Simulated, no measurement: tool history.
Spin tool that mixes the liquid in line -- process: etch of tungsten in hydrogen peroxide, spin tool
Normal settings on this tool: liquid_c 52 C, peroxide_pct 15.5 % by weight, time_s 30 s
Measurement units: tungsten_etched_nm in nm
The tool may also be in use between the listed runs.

| run | hour | liquid_c | peroxide_pct | time_s | wafers since the last listed run | hours since the thermometer was replaced | hours since the peroxide flow meter was replaced | hours since the heated supply line was repaired | hours since the drum of peroxide was connected | hours since the gauge calibration | read-back film thickness of the tungsten reference wafer, read on the same gauge (nm) | tungsten_etched_nm |
|---|---|---|---|---|---|---|---|---|---|---|---|---|
| 1 | 0 | 46.5 | 15.5 | 35 | 0 | 1808.5 | 104.8 | 1240.8 | 136.7 | 2846.1 | 92.3 | 70.66 |
|  | 50.4 | thermometer replaced |
| 2 | 180.4 | 52 | 15.5 | 30 | 2842 | 130 | 285.2 | 1421.2 | 317.1 | 3026.5 | 92.46 | 83.86 |
|  | 221.2 | gauge calibrated |
| 3 | 234.7 | 52 | 15.5 | 40 | 860 | 184.3 | 339.5 | 1475.5 | 371.4 | 13.5 | 90.26 | 110.11 |
| 4 | 297.7 | 52 | 15.5 | 30 | 998 | 247.3 | 402.5 | 1538.5 | 434.4 | 76.5 | 90.33 | 82.75 |
| 5 | 381.4 | 52 | 14 | 30 | 1326 | 331 | 486.2 | 1622.2 | 518.1 | 160.2 | 90.39 | 78.63 |
| 6 | 421.1 | 58 | 15.5 | 30 | 629 | 370.7 | 525.9 | 1661.9 | 557.8 | 199.9 | 90.42 | 117.44 |
| 7 | 463.7 | 57 | 17.5 | 15 | 675 | 413.3 | 568.5 | 1704.5 | 600.4 | 242.5 | 90.47 | 58.61 |
| 8 | 543.6 | 52 | 15.5 | 50 | 1266 | 493.2 | 648.4 | 1784.4 | 680.3 | 322.4 | 90.52 | 137.96 |
| 9 | 606.1 | 58.5 | 15.5 | 15 | 990 | 555.7 | 710.9 | 1846.9 | 742.8 | 384.9 | 90.59 | 61.16 |
| 10 | 698.2 | 61.5 | 12 | 30 | 1459 | 647.8 | 803 | 1939 | 834.9 | 477 | 90.68 | 127.36 |
| 11 | 778.7 | 52 | 15.5 | 30 | 1275 | 728.3 | 883.5 | 2019.5 | 915.4 | 557.5 | 90.74 | 83.36 |
| 12 | 817 | 60.5 | 15.5 | 40 | 606 | 766.6 | 921.8 | 2057.8 | 953.7 | 595.8 | 90.79 | 184.66 |
| 13 | 858.4 | 52 | 15.5 | 30 | 655 | 808 | 963.2 | 2099.2 | 995.1 | 637.2 | 90.79 | 82.41 |
| 14 | 960.9 | 60.5 | 19 | 20 | 1624 | 910.5 | 1065.7 | 2201.7 | 1097.6 | 739.7 | 90.9 | 101.51 |
| 15 | 1005.2 | 49 | 15.5 | 40 | 701 | 954.8 | 1110 | 2246 | 1141.9 | 784 | 90.94 | 92.61 |
| 16 | 1058.2 | 43.5 | 18 | 30 | 839 | 1007.8 | 1163 | 2299 | 1194.9 | 837 | 90.99 | 53.35 |
| 17 | 1117.4 | 43.5 | 19 | 45 | 938 | 1067 | 1222.2 | 2358.2 | 1254.1 | 896.2 | 91.03 | 81.23 |
| 18 | 1179.7 | 52 | 15.5 | 45 | 987 | 1129.3 | 1284.5 | 2420.5 | 1316.4 | 958.5 | 91.09 | 124.78 |
| 19 | 1220.6 | 52 | 12 | 30 | 648 | 1170.2 | 1325.4 | 2461.4 | 1357.3 | 999.4 | 91.13 | 73.25 |
|  | 1237.5 | heated supply line repaired |
|  | 1247 | new drum of peroxide connected |
| 20 | 1293.1 | 52 | 15.5 | 30 | 1117 | 1242.7 | 1397.9 | 55.6 | 46.1 | 1071.9 | 91.17 | 82.75 |
| 21 | 1394.3 | 58.5 | 15.5 | 30 | 1603 | 1343.9 | 1499.1 | 156.8 | 147.3 | 1173.1 | 91.27 | 122.44 |
| 22 | 1490.4 | 47 | 17.5 | 15 | 1522 | 1440 | 1595.2 | 252.9 | 243.4 | 1269.2 | 91.36 | 32.85 |
| 23 | 1557.5 | 55 | 12.5 | 30 | 1063 | 1507.1 | 1662.3 | 320 | 310.5 | 1336.3 | 91.44 | 89.49 |
| 24 | 1621.8 | 60.5 | 15.5 | 40 | 1018 | 1571.4 | 1726.6 | 384.3 | 374.8 | 1400.6 | 91.5 | 183.73 |
| 25 | 1679.9 | 61 | 13 | 25 | 920 | 1629.5 | 1784.7 | 442.4 | 432.9 | 1458.7 | 91.54 | 107.19 |
|  | 1944.3 | peroxide flow meter replaced |
| 26 | 1944.8 | 57.5 | 15.5 | 15 | 4181 | 1894.4 | 0.5 | 707.3 | 697.8 | 1723.6 | 91.75 | 58.02 |
| 27 | 1980.3 | 55.5 | 13 | 40 | 562 | 1929.9 | 36 | 742.8 | 733.3 | 1759.1 | 91.8 | 125.52 |

Branching from run 27: 3 alternative next runs. What would each branch give?
| A | 1980.7 | 52 | 17 | 30 | 6 | 1930.3 | 36.4 | 743.2 | 733.7 | 1759.5 | ? | ? |
| B | 1980.7 | 52 | 13.5 | 30 | 6 | 1930.3 | 36.4 | 743.2 | 733.7 | 1759.5 | ? | ? |
| C | 1980.7 | 49 | 17 | 40 | 6 | 1930.3 | 36.4 | 743.2 | 733.7 | 1759.5 | ? | ? |

| run | read-back film thickness of the tungsten reference wafer, read on the same gauge (nm) | tungsten_etched_nm |
|---|---|---|
| A | 91.77 | 86.49 |
| B | 91.77 | 77.08 |
| C | 91.77 | 96.06 |
Without the tool's unlogged condition, the same runs would have read:
| run | tungsten_etched_nm |
|---|---|
| A | 84.8 |
| B | 75.57 |
| C | 94.18 |
